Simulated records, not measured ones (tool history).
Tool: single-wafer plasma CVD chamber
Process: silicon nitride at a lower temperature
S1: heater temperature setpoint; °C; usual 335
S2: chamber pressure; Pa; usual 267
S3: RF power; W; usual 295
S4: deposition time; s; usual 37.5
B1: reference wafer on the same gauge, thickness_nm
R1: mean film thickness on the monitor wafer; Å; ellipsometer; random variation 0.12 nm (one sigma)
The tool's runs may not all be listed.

run	hour	S1	S2	S3	S4	B1	R1
1	0	335	267	265	37.5	49.423	410.35
2	38.5	335	267	265	37.5	49.4	410.47
3	93	335	267	265	37.5	49.411	409.19
4	155.1	335	267	295	37.5	49.377	458.28
5	240.4	335	267	295	37.5	49.417	458.43
6	276.2	335	267	295	37.5	49.383	458.71
7	310.5	335	267	295	37.5	49.358	459.71
8	352.9	335	267	315	37.5	49.377	485.46
9	404.4	335	267	295	37.5	49.393	459.2
10	466.5	335	267	295	37.5	49.367	459.22
11	507.4	335	267	295	37.5	49.438	456.86
# hour 516.4: showerhead replaced
12	554.7	335	267	295	37.5	49.423	457.81
13	581.9	335	267	295	37.5	49.41	461.01
14	642.6	335	267	295	42.4	49.405	518.87
15	697.5	335	267	295	37.5	49.419	457.13
16	725.4	335	237	295	35.2	49.398	416.51
17	778.8	335	293	250	37.5	49.363	393.77

Run 18 comes next. What will it give?
# hour 795.4: gauge calibrated
18	837.1	341	267	335	37.5	?	?

{"run 18": {"B1": 49.43, "R1": 513.35}}
Without the tool's hidden state the same run would have given R1 513.35 Å.

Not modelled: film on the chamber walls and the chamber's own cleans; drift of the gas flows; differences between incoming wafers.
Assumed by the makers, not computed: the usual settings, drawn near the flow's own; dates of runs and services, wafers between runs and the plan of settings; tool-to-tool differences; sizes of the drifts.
